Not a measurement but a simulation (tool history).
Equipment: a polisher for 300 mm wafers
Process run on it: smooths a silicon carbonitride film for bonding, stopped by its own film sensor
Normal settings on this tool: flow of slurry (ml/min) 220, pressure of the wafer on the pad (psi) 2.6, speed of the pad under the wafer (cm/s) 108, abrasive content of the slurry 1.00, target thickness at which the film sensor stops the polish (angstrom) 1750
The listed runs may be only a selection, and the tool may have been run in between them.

| run | day | flow of slurry (ml/min) | pressure of the wafer on the pad (psi) | speed of the pad under the wafer (cm/s) | abrasive content of the slurry | target thickness at which the film sensor stops the polish (angstrom) | wafers since the last listed run | wafers polished on this pad | hours since the slurry nozzle was cleaned | hours since the head pressure was calibrated | hours since the slurry blender was calibrated | incoming thickness of the incoming film, nm | time until the film sensor stopped the polish (s) |
|---|---|---|---|---|---|---|---|---|---|---|---|---|---|
| 1 | 0.000 | 220 | 2.6 | 108 | 1.00 | 1750 | 0 | 643 | 659.9 | 625.8 | 496.7 | 207.4 | 94.3 |
| 2 | 0.292 | 220 | 2.6 | 108 | 1.00 | 1750 | 56 | 699 | 666.9 | 632.8 | 503.7 | 212.3 | 109.5 |
| 3 | 0.646 | 220 | 2.6 | 108 | 1.00 | 1750 | 68 | 768 | 675.4 | 641.3 | 512.2 | 212.3 | 109.3 |
|  | 1.000 | slurry blender recalibrated |
| 4 | 1.025 | 220 | 2.6 | 108 | 1.00 | 1750 | 57 | 825 | 684.5 | 650.4 | 0.6 | 209.8 | 85.0 |
| 5 | 1.704 | 220 | 2.6 | 108 | 1.00 | 1750 | 131 | 957 | 700.8 | 666.7 | 16.9 | 207.3 | 78.3 |
|  | 2.225 | worn pad replaced by a new one |
| 6 | 2.246 | 220 | 2.6 | 108 | 1.00 | 1750 | 72 | 4 | 713.8 | 679.7 | 29.9 | 212.7 | 87.4 |
| 7 | 2.558 | 220 | 2.6 | 108 | 1.00 | 1750 | 60 | 64 | 721.3 | 687.2 | 37.4 | 211.9 | 91.7 |
| 8 | 3.021 | 220 | 2.6 | 108 | 1.00 | 1750 | 89 | 153 | 732.4 | 698.3 | 48.5 | 211.1 | 88.7 |
| 9 | 3.625 | 220 | 2.6 | 108 | 1.00 | 1750 | 116 | 270 | 746.9 | 712.8 | 63.0 | 208.8 | 82.2 |
| 10 | 4.333 | 220 | 2.6 | 108 | 1.00 | 1750 | 136 | 407 | 763.9 | 729.8 | 80.0 | 206.4 | 74.2 |
|  | 4.529 | slurry nozzle cleaned |
| 11 | 4.625 | 220 | 2.6 | 84 | 1.30 | 1690 | 48 | 456 | 2.3 | 736.8 | 87.0 | 210.8 | 100.2 |
| 12 | 4.979 | 220 | 2.6 | 108 | 1.00 | 1750 | 68 | 524 | 10.8 | 745.3 | 95.5 | 211.0 | 87.6 |
| 13 | 5.546 | 190 | 1.8 | 108 | 1.00 | 1850 | 109 | 634 | 24.4 | 758.9 | 109.1 | 210.4 | 81.6 |
| 14 | 6.188 | 220 | 2.6 | 108 | 1.00 | 1750 | 124 | 758 | 39.8 | 774.3 | 124.5 | 212.3 | 89.6 |
| 15 | 6.762 | 220 | 1.9 | 96 | 0.85 | 1750 | 111 | 869 | 53.6 | 788.1 | 138.3 | 211.4 | 122.9 |
| 16 | 7.079 | 220 | 3.2 | 134 | 1.00 | 1750 | 61 | 930 | 61.2 | 795.7 | 145.9 | 207.9 | 60.4 |
| 17 | 7.746 | 285 | 2.3 | 108 | 1.00 | 1670 | 128 | 1059 | 77.2 | 811.7 | 161.9 | 210.1 | 111.5 |
| 18 | 8.429 | 195 | 2.2 | 108 | 1.20 | 1750 | 132 | 1191 | 93.6 | 828.1 | 178.3 | 206.0 | 81.2 |
|  | 8.662 | worn pad replaced by a new one |
| 19 | 8.929 | 220 | 2.6 | 108 | 1.00 | 1750 | 64 | 51 | 105.6 | 840.1 | 190.3 | 210.2 | 85.4 |
|  | 9.254 | head pressure recalibrated |
| 20 | 9.650 | 220 | 2.6 | 108 | 1.00 | 1750 | 123 | 174 | 122.9 | 9.5 | 207.6 | 210.8 | 90.1 |
| 21 | 10.229 | 260 | 2.6 | 78 | 1.00 | 1750 | 112 | 286 | 136.8 | 23.4 | 221.5 | 209.5 | 97.0 |
| 22 | 11.775 | 270 | 2.6 | 120 | 1.00 | 1700 | 298 | 585 | 173.9 | 60.5 | 258.6 | 206.6 | 84.8 |
| 23 | 12.458 | 150 | 2.6 | 108 | 1.00 | 1840 | 132 | 717 | 190.3 | 76.9 | 275.0 | 211.8 | 73.0 |
| 24 | 13.000 | 220 | 2.6 | 108 | 1.00 | 1750 | 104 | 822 | 203.3 | 89.9 | 288.0 | 206.6 | 79.8 |
| 25 | 13.538 | 190 | 2.6 | 108 | 1.00 | 1850 | 103 | 926 | 216.2 | 102.8 | 300.9 | 210.4 | 67.2 |
| 26 | 13.867 | 220 | 2.6 | 108 | 1.00 | 1750 | 63 | 989 | 224.1 | 110.7 | 308.8 | 209.9 | 92.0 |
|  | 14.200 | worn pad replaced by a new one |
| 27 | 14.604 | 220 | 2.6 | 84 | 1.30 | 1690 | 110 | 78 | 241.8 | 128.4 | 326.5 | 208.2 | 97.6 |
| 28 | 14.933 | 220 | 2.1 | 122 | 1.00 | 1720 | 63 | 141 | 249.7 | 136.3 | 334.4 | 210.3 | 111.1 |
| 29 | 15.467 | 220 | 2.6 | 108 | 1.00 | 1750 | 103 | 245 | 262.5 | 149.1 | 347.2 | 214.2 | 103.0 |
| 30 | 16.062 | 220 | 1.7 | 140 | 1.00 | 1750 | 115 | 360 | 276.8 | 163.4 | 361.5 | 211.1 | 117.5 |
| 31 | 16.467 | 220 | 2.6 | 108 | 1.00 | 1750 | 78 | 438 | 286.5 | 173.1 | 371.2 | 212.3 | 98.7 |

Run-by-run hidden state of the tool:
removal rate lost through wear of the pad, %: 0, the same for each run
slurry flow missing at the pad, %: 0, the same for each run
deviation of the head's pressure from its setpoint, %: 0, the same for each run
H1: abrasive missing from the slurry, %
| run | H1 |
|---|---|
| 1 | 37.5 |
| 2 | 38.6 |
| 3 | 39.9 |
| 4 | 1.54 |
| 5 | 1.59 |
| 6 | 1.68 |
| 7 | 1.75 |
| 8 | 1.9 |
| 9 | 2.14 |
| 10 | 2.5 |
| 11 | 2.68 |
| 12 | 2.91 |
| 13 | 3.33 |
| 14 | 3.87 |
| 15 | 4.41 |
| 16 | 4.74 |
| 17 | 5.48 |
| 18 | 6.31 |
| 19 | 6.98 |
| 20 | 8.01 |
| 21 | 8.9 |
| 22 | 11.6 |
| 23 | 12.9 |
| 24 | 14 |
| 25 | 15.1 |
| 26 | 15.9 |
| 27 | 17.5 |
| 28 | 18.3 |
| 29 | 19.6 |
| 30 | 21.2 |
| 31 | 22.2 |
